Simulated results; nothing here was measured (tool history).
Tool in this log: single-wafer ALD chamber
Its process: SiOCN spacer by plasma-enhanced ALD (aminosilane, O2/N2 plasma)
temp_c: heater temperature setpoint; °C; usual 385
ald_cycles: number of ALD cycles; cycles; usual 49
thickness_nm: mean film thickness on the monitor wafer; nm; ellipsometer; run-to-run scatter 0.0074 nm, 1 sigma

run,hour,temp_c,ald_cycles,"read-back reference wafer on the same gauge, thickness_nm",thickness_nm
1,0.0,373,54,2.587,3.246
# hour 4.7: gauge calibrated
2,22.2,373,54,2.590,3.227
3,38.3,385,56,2.591,3.368
4,53.2,385,56,2.590,3.355
5,74.1,385,53,2.589,3.175
6,89.7,385,53,2.590,3.192
7,120.4,385,53,2.590,3.194
8,153.6,385,49,2.590,2.944
9,170.9,385,49,2.593,2.939
10,184.4,385,49,2.587,2.929
11,214.0,385,49,2.591,2.939
12,246.6,397,41,2.588,2.460
# hour 260.5: thermocouple changed; heater temperature recalibrated
13,272.0,373,49,2.590,2.945
14,300.4,385,41,2.588,2.464
15,319.3,385,54,2.591,3.259
16,332.8,385,42,2.591,2.530
# hour 338.2: gauge calibrated
17,357.1,391,49,2.589,2.954
18,378.9,393,52,2.588,3.118
19,392.1,385,49,2.590,2.943
20,423.8,385,49,2.591,2.954

Below are 5 alternative next runs, each starting from the tool's condition after run 20. Predict each:
A,424.3,385,49,?,?
B,424.3,392,58,?,?
C,424.3,392,57,?,?
D,424.3,396,46,?,?
E,424.3,389,56,?,?

run,"read-back reference wafer on the same gauge, thickness_nm",thickness_nm
A,2.588,2.953
B,2.588,3.496
C,2.588,3.436
D,2.588,2.773
E,2.588,3.375
With the hidden condition removed and each run's random variation left untouched, the same runs would have given:
run,thickness_nm
A,2.953
B,3.496
C,3.436
D,2.773
E,3.375
